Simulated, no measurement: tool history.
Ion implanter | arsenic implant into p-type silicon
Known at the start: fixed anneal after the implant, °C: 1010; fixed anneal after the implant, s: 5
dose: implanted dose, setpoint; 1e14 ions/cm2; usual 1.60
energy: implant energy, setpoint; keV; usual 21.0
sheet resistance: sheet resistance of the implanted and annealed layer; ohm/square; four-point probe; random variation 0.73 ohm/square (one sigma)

run   hour  dose  energy  wafers since the last listed run  hours since the last dose calibration  hours since the extraction supply was calibrated  hours since the gauge calibration  read-back reference wafer on the same gauge, sheet resistance  sheet resistance
  1    0.0  1.60    25.5                                 0                                  530.5                                            2343.5                              108.5                                                         398.97            471.76
  2    9.2  1.94    21.0                               156                                  539.7                                            2352.7                              117.7                                                         399.01            422.17
  3   20.4  1.94    21.0                               190                                  550.9                                            2363.9                              128.9                                                         399.06            421.54
  4   32.5  1.60    23.5                               205                                  563.0                                            2376.0                              141.0                                                         398.97            477.25
  5   44.4  1.60    23.5                               202                                  574.9                                            2387.9                              152.9                                                         399.13            476.59
  6   54.5  1.98    25.0                               171                                  585.0                                            2398.0                              163.0                                                         399.20            404.77
  7   63.4  1.98    25.0                               151                                  593.9                                            2406.9                              171.9                                                         399.02            404.01
  8   98.0  1.60    21.0                               588                                  628.5                                            2441.5                              206.5                                                         399.10            483.82
  9  112.6  1.60    24.0                               248                                  643.1                                            2456.1                              221.1                                                         398.92            473.73
 10  128.4  1.60    24.0                               268                                  658.9                                            2471.9                              236.9                                                         398.94            473.41
 11  140.4  1.95    18.0                               204                                  670.9                                            2483.9                              248.9                                                         399.19            428.38
 12  150.1  1.95    18.0                               164                                  680.6                                            2493.6                              258.6                                                         398.81            428.02
     162.4  -- extraction supply calibrated
 13  166.8  1.95    18.0                               147                                  697.3                                               4.4                              275.3                                                         398.94            427.87
 14  173.3  1.60    21.0                               110                                  703.8                                              10.9                              281.8                                                         398.95            483.46
     182.8  -- gauge calibrated
 15  187.3  1.60    21.0                               238                                  717.8                                              24.9                                4.5                                                         399.01            482.49
 16  197.4  1.60    21.0                               171                                  727.9                                              35.0                               14.6                                                         398.89            482.76
 17  204.0  1.60    21.0                               112                                  734.5                                              41.6                               21.2                                                         398.90            483.10
 18  219.1  1.60    27.0                               256                                  749.6                                              56.7                               36.3                                                         398.75            462.73
 19  225.7  1.82    14.0                               112                                  756.2                                              63.3                               42.9                                                         398.97            465.53
 20  238.1  1.60    21.0                               210                                  768.6                                              75.7                               55.3                                                         399.14            482.38
     247.4  -- Faraday cup replaced and dose calibrated
 21  250.7  1.73    28.0                                78                                    3.3                                              88.3                               67.9                                                         399.14            442.64
 22  258.2  1.82    26.0                               127                                   10.8                                              95.8                               75.4                                                         399.12            431.05
 23  274.8  1.47    17.0                               282                                   27.4                                             112.4                               92.0                                                         399.25            537.66
 24  291.2  1.91    24.5                               278                                   43.8                                             128.8                              108.4                                                         399.08            422.07
 25  304.4  1.60    18.0                               224                                   57.0                                             142.0                              121.6                                                         399.08            502.93
 26  311.3  1.94    21.0                               117                                   63.9                                             148.9                              128.5                                                         398.99            426.72
 27  336.6  1.84    21.0                               430                                   89.2                                             174.2                              153.8                                                         399.08            442.42
 28  354.0  1.33    25.5                               295                                  106.6                                             191.6                              171.2                                                         399.03            541.65
 29  365.8  1.96    24.5                               200                                  118.4                                             203.4                              183.0                                                         399.10            413.21
 30  375.9  1.20    25.0                               171                                  128.5                                             213.5                              193.1                                                         399.09            585.49
 31  395.3  1.60    21.0                               329                                  147.9                                             232.9                              212.5                                                         399.19            489.01
 32  406.3  1.73    16.0                               187                                  158.9                                             243.9                              223.5                                                         398.84            481.05
 33  415.7  1.39    24.5                               159                                  168.3                                             253.3                              232.9                                                         398.91            529.04
 34  431.3  1.98    25.0                               265                                  183.9                                             268.9                              248.5                                                         398.84            408.72
 35  439.1  2.07    28.0                               132                                  191.7                                             276.7                              256.3                                                         399.11            388.42

Forecast each of these 3 alternatives for the next run:
  A  439.5  2.03    21.0                                 6                                  192.1                                             277.1                              256.7                                                              ?                 ?
  B  439.5  1.25    21.0                                 6                                  192.1                                             277.1                              256.7                                                              ?                 ?
  C  439.5  1.60    25.0                                 6                                  192.1                                             277.1                              256.7                                                              ?                 ?

run  read-back reference wafer on the same gauge, sheet resistance  sheet resistance
  A                                                         398.98            410.99
  B                                                         398.98            583.43
  C                                                         398.98            475.38
Without the tool's hidden state the same runs would have given:
run  sheet resistance
  A            410.63
  B            582.94
  C            474.98
